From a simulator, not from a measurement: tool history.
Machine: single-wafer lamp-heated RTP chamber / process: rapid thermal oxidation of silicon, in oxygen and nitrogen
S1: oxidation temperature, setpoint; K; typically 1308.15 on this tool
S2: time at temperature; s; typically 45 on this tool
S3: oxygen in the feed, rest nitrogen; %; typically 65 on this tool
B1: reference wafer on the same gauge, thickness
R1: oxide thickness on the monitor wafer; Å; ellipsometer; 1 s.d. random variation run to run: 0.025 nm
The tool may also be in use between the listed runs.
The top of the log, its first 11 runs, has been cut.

run	hour	S1	S2	S3	B1	R1
12	137.2	1308.15	45	65	6.764	61.18
# hour 145.7: pyrometer window cleaned and pyrometer calibrated
13	146.2	1308.15	45	65	6.756	59.05
14	158.2	1308.15	45	65	6.758	59.00
15	168.4	1308.15	24	65	6.762	45.53
16	182.7	1308.15	45	65	6.758	59.46
17	198.0	1308.15	45	65	6.763	58.91
18	205.7	1279.15	45	65	6.761	48.43
19	211.8	1308.15	45	65	6.765	58.76
20	221.4	1336.15	28	83	6.766	63.29
21	237.4	1297.15	45	36	6.762	45.05
22	255.4	1308.15	24	36	6.761	37.37
# hour 265.1: oxygen flow controller replaced
23	270.1	1308.15	45	65	6.761	59.26
24	278.8	1308.15	45	65	6.762	59.29
25	290.2	1321.15	45	41	6.761	54.63
26	303.4	1308.15	45	56	6.756	56.17
27	313.2	1308.15	23	65	6.772	44.76
28	327.4	1325.15	38	53	6.749	57.85
29	339.8	1325.15	51	41	6.761	60.17

For run 30, what comes out?
30	350.2	1308.15	51	65	?	?

Run 30 yielded B1 6.755, R1 62.94 Å.
Had the tool carried no hidden state, the very same run would have given R1 61.90 Å.
